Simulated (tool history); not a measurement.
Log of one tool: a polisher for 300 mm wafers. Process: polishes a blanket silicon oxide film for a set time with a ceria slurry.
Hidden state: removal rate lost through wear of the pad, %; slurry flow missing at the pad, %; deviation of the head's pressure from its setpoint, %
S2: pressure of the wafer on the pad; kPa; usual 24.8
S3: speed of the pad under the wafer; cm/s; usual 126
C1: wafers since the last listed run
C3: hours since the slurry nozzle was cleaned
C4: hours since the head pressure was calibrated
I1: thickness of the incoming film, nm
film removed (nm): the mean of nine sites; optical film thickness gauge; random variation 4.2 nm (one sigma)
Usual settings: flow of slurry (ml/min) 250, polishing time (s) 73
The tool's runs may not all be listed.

run 1 hour=0.0 | flow_of_slurry_(ml/min)=210 S2=24.8 S3=126 polishing_time_(s)=73 | C1=0 wafers_polished_on_this_pad=998 C3=123.0 C4=179.3 | I1=1443.8 | film_removed_(nm)=411.8
run 2 hour=50.5 | flow_of_slurry_(ml/min)=210 S2=24.8 S3=126 polishing_time_(s)=73 | C1=254 wafers_polished_on_this_pad=1252 C3=173.5 C4=229.8 | I1=1462.0 | film_removed_(nm)=405.7
run 3 hour=99.3 | flow_of_slurry_(ml/min)=250 S2=24.8 S3=150 polishing_time_(s)=73 | C1=245 wafers_polished_on_this_pad=1498 C3=222.3 C4=278.6 | I1=1416.2 | film_removed_(nm)=482.4
-- hour=112.9 worn pad replaced by a new one
run 4 hour=168.8 | flow_of_slurry_(ml/min)=250 S2=24.8 S3=150 polishing_time_(s)=73 | C1=329 wafers_polished_on_this_pad=281 C3=291.8 C4=348.1 | I1=1474.6 | film_removed_(nm)=509.6
run 5 hour=237.2 | flow_of_slurry_(ml/min)=250 S2=24.8 S3=150 polishing_time_(s)=73 | C1=344 wafers_polished_on_this_pad=626 C3=360.2 C4=416.5 | I1=1464.9 | film_removed_(nm)=506.7
-- hour=240.0 slurry nozzle cleaned
run 6 hour=287.3 | flow_of_slurry_(ml/min)=250 S2=24.8 S3=126 polishing_time_(s)=73 | C1=247 wafers_polished_on_this_pad=873 C3=47.3 C4=466.6 | I1=1462.7 | film_removed_(nm)=412.2
run 7 hour=327.1 | flow_of_slurry_(ml/min)=250 S2=24.8 S3=158 polishing_time_(s)=73 | C1=200 wafers_polished_on_this_pad=1073 C3=87.1 C4=506.4 | I1=1458.9 | film_removed_(nm)=525.5
run 8 hour=353.3 | flow_of_slurry_(ml/min)=250 S2=22.8 S3=126 polishing_time_(s)=73 | C1=131 wafers_polished_on_this_pad=1205 C3=113.3 C4=532.6 | I1=1452.0 | film_removed_(nm)=386.8
-- hour=401.2 worn pad replaced by a new one
-- hour=541.0 slurry nozzle cleaned
run 9 hour=560.7 | flow_of_slurry_(ml/min)=250 S2=22.8 S3=126 polishing_time_(s)=73 | C1=1019 wafers_polished_on_this_pad=798 C3=19.7 C4=740.0 | I1=1458.2 | film_removed_(nm)=404.9
run 10 hour=585.6 | flow_of_slurry_(ml/min)=250 S2=24.8 S3=92 polishing_time_(s)=73 | C1=125 wafers_polished_on_this_pad=923 C3=44.6 C4=764.9 | I1=1440.4 | film_removed_(nm)=309.4
run 11 hour=611.5 | flow_of_slurry_(ml/min)=250 S2=24.8 S3=126 polishing_time_(s)=73 | C1=130 wafers_polished_on_this_pad=1054 C3=70.5 C4=790.8 | I1=1439.2 | film_removed_(nm)=428.5
run 12 hour=665.2 | flow_of_slurry_(ml/min)=250 S2=24.8 S3=126 polishing_time_(s)=73 | C1=270 wafers_polished_on_this_pad=1324 C3=124.2 C4=844.5 | I1=1452.8 | film_removed_(nm)=422.3
run 13 hour=737.1 | flow_of_slurry_(ml/min)=250 S2=24.8 S3=126 polishing_time_(s)=86 | C1=362 wafers_polished_on_this_pad=1686 C3=196.1 C4=916.4 | I1=1432.7 | film_removed_(nm)=468.0
-- hour=782.4 worn pad replaced by a new one
run 14 hour=807.3 | flow_of_slurry_(ml/min)=250 S2=24.8 S3=126 polishing_time_(s)=86 | C1=333 wafers_polished_on_this_pad=125 C3=266.3 C4=986.6 | I1=1451.3 | film_removed_(nm)=525.2
-- hour=856.7 slurry nozzle cleaned
run 15 hour=864.3 | flow_of_slurry_(ml/min)=250 S2=27.6 S3=126 polishing_time_(s)=73 | C1=282 wafers_polished_on_this_pad=407 C3=7.6 C4=1043.6 | I1=1451.8 | film_removed_(nm)=478.8
run 16 hour=1039.7 | flow_of_slurry_(ml/min)=210 S2=24.8 S3=126 polishing_time_(s)=73 | C1=883 wafers_polished_on_this_pad=1291 C3=183.0 C4=1219.0 | I1=1464.6 | film_removed_(nm)=406.3
run 17 hour=1098.6 | flow_of_slurry_(ml/min)=250 S2=31.7 S3=100 polishing_time_(s)=73 | C1=296 wafers_polished_on_this_pad=1587 C3=241.9 C4=1277.9 | I1=1460.2 | film_removed_(nm)=403.5
run 18 hour=1145.9 | flow_of_slurry_(ml/min)=275 S2=24.8 S3=144 polishing_time_(s)=73 | C1=238 wafers_polished_on_this_pad=1826 C3=289.2 C4=1325.2 | I1=1440.2 | film_removed_(nm)=458.3
-- hour=1162.5 worn pad replaced by a new one
-- hour=1165.2 head pressure recalibrated
run 19 hour=1173.7 | flow_of_slurry_(ml/min)=250 S2=24.8 S3=126 polishing_time_(s)=73 | C1=109 wafers_polished_on_this_pad=46 C3=317.0 C4=8.5 | I1=1449.7 | film_removed_(nm)=439.1
run 20 hour=1224.6 | flow_of_slurry_(ml/min)=250 S2=31.0 S3=154 polishing_time_(s)=73 | C1=256 wafers_polished_on_this_pad=302 C3=367.9 C4=59.4 | I1=1449.4 | film_removed_(nm)=636.8
-- hour=1229.8 slurry nozzle cleaned
run 21 hour=1277.8 | flow_of_slurry_(ml/min)=250 S2=24.8 S3=126 polishing_time_(s)=73 | C1=262 wafers_polished_on_this_pad=565 C3=48.0 C4=112.6 | I1=1450.1 | film_removed_(nm)=419.3
run 22 hour=1347.9 | flow_of_slurry_(ml/min)=175 S2=24.8 S3=126 polishing_time_(s)=97 | C1=353 wafers_polished_on_this_pad=919 C3=118.1 C4=182.7 | I1=1446.9 | film_removed_(nm)=523.8
run 23 hour=1373.7 | flow_of_slurry_(ml/min)=250 S2=24.8 S3=168 polishing_time_(s)=50 | C1=129 wafers_polished_on_this_pad=1049 C3=143.9 C4=208.5 | I1=1450.9 | film_removed_(nm)=378.7
run 24 hour=1402.7 | flow_of_slurry_(ml/min)=340 S2=32.4 S3=96 polishing_time_(s)=82 | C1=146 wafers_polished_on_this_pad=1195 C3=172.9 C4=237.5 | I1=1473.3 | film_removed_(nm)=459.8
-- hour=1495.1 worn pad replaced by a new one
run 25 hour=1510.0 | flow_of_slurry_(ml/min)=325 S2=24.8 S3=126 polishing_time_(s)=61 | C1=520 wafers_polished_on_this_pad=74 C3=280.2 C4=344.8 | I1=1444.9 | film_removed_(nm)=386.8
-- hour=1516.5 slurry nozzle cleaned
run 26 hour=1534.3 | flow_of_slurry_(ml/min)=250 S2=24.8 S3=126 polishing_time_(s)=73 | C1=117 wafers_polished_on_this_pad=192 C3=17.8 C4=369.1 | I1=1448.5 | film_removed_(nm)=442.1
run 27 hour=1560.7 | flow_of_slurry_(ml/min)=180 S2=24.8 S3=126 polishing_time_(s)=73 | C1=132 wafers_polished_on_this_pad=325 C3=44.2 C4=395.5 | I1=1446.6 | film_removed_(nm)=415.6
run 28 hour=1615.7 | flow_of_slurry_(ml/min)=250 S2=29.0 S3=144 polishing_time_(s)=54 | C1=277 wafers_polished_on_this_pad=602 C3=99.2 C4=450.5 | I1=1456.3 | film_removed_(nm)=418.6
run 29 hour=1662.9 | flow_of_slurry_(ml/min)=250 S2=24.8 S3=126 polishing_time_(s)=73 | C1=237 wafers_polished_on_this_pad=840 C3=146.4 C4=497.7 | I1=1465.4 | film_removed_(nm)=424.1

Forecast each of these 3 alternatives for the next run:
run A hour=1663.3 | flow_of_slurry_(ml/min)=250 S2=24.8 S3=126 polishing_time_(s)=73 | C1=2 wafers_polished_on_this_pad=842 C3=146.8 C4=498.1 | I1=1429.1 | film_removed_(nm)=?
run B hour=1663.3 | flow_of_slurry_(ml/min)=250 S2=24.8 S3=126 polishing_time_(s)=85 | C1=2 wafers_polished_on_this_pad=842 C3=146.8 C4=498.1 | I1=1429.1 | film_removed_(nm)=?
run C hour=1663.3 | flow_of_slurry_(ml/min)=250 S2=24.8 S3=112 polishing_time_(s)=73 | C1=2 wafers_polished_on_this_pad=842 C3=146.8 C4=498.1 | I1=1429.1 | film_removed_(nm)=?

run=A film_removed_(nm)=432.1
run=B film_removed_(nm)=503.2
run=C film_removed_(nm)=384.1
Without the tool's hidden state the same runs would have given:
run=A film_removed_(nm)=456.2
run=B film_removed_(nm)=531.2
run=C film_removed_(nm)=405.5
